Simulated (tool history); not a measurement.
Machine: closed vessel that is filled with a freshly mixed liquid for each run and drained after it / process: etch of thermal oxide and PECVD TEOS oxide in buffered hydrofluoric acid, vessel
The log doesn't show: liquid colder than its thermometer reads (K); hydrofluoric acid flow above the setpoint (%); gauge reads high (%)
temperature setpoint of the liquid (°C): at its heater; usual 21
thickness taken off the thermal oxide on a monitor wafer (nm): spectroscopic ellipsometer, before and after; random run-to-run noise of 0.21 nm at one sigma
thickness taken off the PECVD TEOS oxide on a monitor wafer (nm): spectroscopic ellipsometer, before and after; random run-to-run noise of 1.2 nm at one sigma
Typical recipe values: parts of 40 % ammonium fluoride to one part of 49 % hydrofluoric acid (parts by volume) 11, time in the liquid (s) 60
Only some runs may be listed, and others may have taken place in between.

| run | day | temperature setpoint of the liquid (°C) | parts of 40 % ammonium fluoride to one part of 49 % hydrofluoric acid (parts by volume) | time in the liquid (s) | wafers since the last listed run | hours since the thermometer was replaced | hours since the hydrofluoric acid flow meter was replaced | hours since the gauge calibration | read-back film thickness of the thermal oxide reference wafer, read on the same gauge (nm) | read-back film thickness of the PECVD TEOS oxide reference wafer, read on the same gauge (nm) | thickness taken off the thermal oxide on a monitor wafer (nm) | thickness taken off the PECVD TEOS oxide on a monitor wafer (nm) |
|---|---|---|---|---|---|---|---|---|---|---|---|---|
| 1 | 0 | 21 | 11 | 60 | 0 | 1998.2 | 2095.8 | 148 | 30 | 39.99 | 63.49 | 148.97 |
| 2 | 0.496 | 21 | 11 | 60 | 1143 | 2010.1 | 2107.7 | 159.9 | 30.02 | 40.01 | 63.88 | 150.26 |
|  | 0.812 | gauge calibrated |
| 3 | 1.492 | 21 | 11 | 60 | 2297 | 2034 | 2131.6 | 16.3 | 30.04 | 39.99 | 63.45 | 148.11 |
| 4 | 1.975 | 21 | 14.5 | 60 | 1115 | 2045.6 | 2143.2 | 27.9 | 30.01 | 39.97 | 49.34 | 115.05 |
| 5 | 2.342 | 21 | 14.5 | 60 | 845 | 2054.4 | 2152 | 36.7 | 29.95 | 40.02 | 49.53 | 113.57 |
| 6 | 2.683 | 21 | 14.5 | 60 | 788 | 2062.6 | 2160.2 | 44.9 | 30.03 | 40 | 49.27 | 114.43 |
| 7 | 3.367 | 21 | 10 | 60 | 1576 | 2079 | 2176.6 | 61.3 | 30.06 | 40 | 68.68 | 158.63 |
| 8 | 3.996 | 18.5 | 11 | 60 | 1451 | 2094.1 | 2191.7 | 76.4 | 29.94 | 40.04 | 55.4 | 128.91 |
| 9 | 4.454 | 18.5 | 11 | 60 | 1057 | 2105.1 | 2202.7 | 87.4 | 30.01 | 39.99 | 55.44 | 131.24 |
|  | 4.692 | thermometer replaced |
|  | 4.896 | hydrofluoric acid flow meter replaced |
| 10 | 5.096 | 18.5 | 11 | 60 | 1288 | 9.7 | 4.8 | 102.8 | 30 | 40.03 | 50.12 | 117.39 |
| 11 | 5.771 | 21 | 11 | 60 | 1557 | 25.9 | 21 | 119 | 30 | 40.01 | 57.77 | 136.74 |
| 12 | 6.238 | 25 | 13.5 | 60 | 1076 | 37.1 | 32.2 | 130.2 | 30.06 | 39.97 | 59.18 | 138.77 |
| 13 | 6.771 | 17 | 8 | 45 | 1230 | 49.9 | 45 | 143 | 30.01 | 40.04 | 46.3 | 108.86 |
| 14 | 7.517 | 24 | 7.5 | 60 | 1720 | 67.8 | 62.9 | 160.9 | 30.01 | 39.98 | 97.21 | 231.2 |
| 15 | 8.079 | 21 | 6.5 | 85 | 1297 | 81.3 | 76.4 | 174.4 | 29.97 | 40 | 134.17 | 313.68 |
|  | 8.092 | gauge calibrated |
| 16 | 8.504 | 17 | 9 | 30 | 980 | 91.5 | 86.6 | 9.9 | 30.02 | 40.02 | 27.07 | 63.55 |
| 17 | 9.242 | 25 | 11 | 50 | 1701 | 109.2 | 104.3 | 27.6 | 30.02 | 39.98 | 60.24 | 142.12 |

Run 18 comes next. What will it give?
| 18 | 9.908 | 25 | 13.5 | 75 | 1537 | 125.2 | 120.3 | 43.6 | ? | ? | ? | ? |

{"run 18": {"read-back film thickness of the thermal oxide reference wafer, read on the same gauge (nm)": 30.04, "read-back film thickness of the PECVD TEOS oxide reference wafer, read on the same gauge (nm)": 40.05, "thickness taken off the thermal oxide on a monitor wafer (nm)": 73.49, "thickness taken off the PECVD TEOS oxide on a monitor wafer (nm)": 174.51}}
Minus the tool's unlogged condition, the same run would have read thickness taken off the thermal oxide on a monitor wafer (nm) 72.08, thickness taken off the PECVD TEOS oxide on a monitor wafer (nm) 171.18.
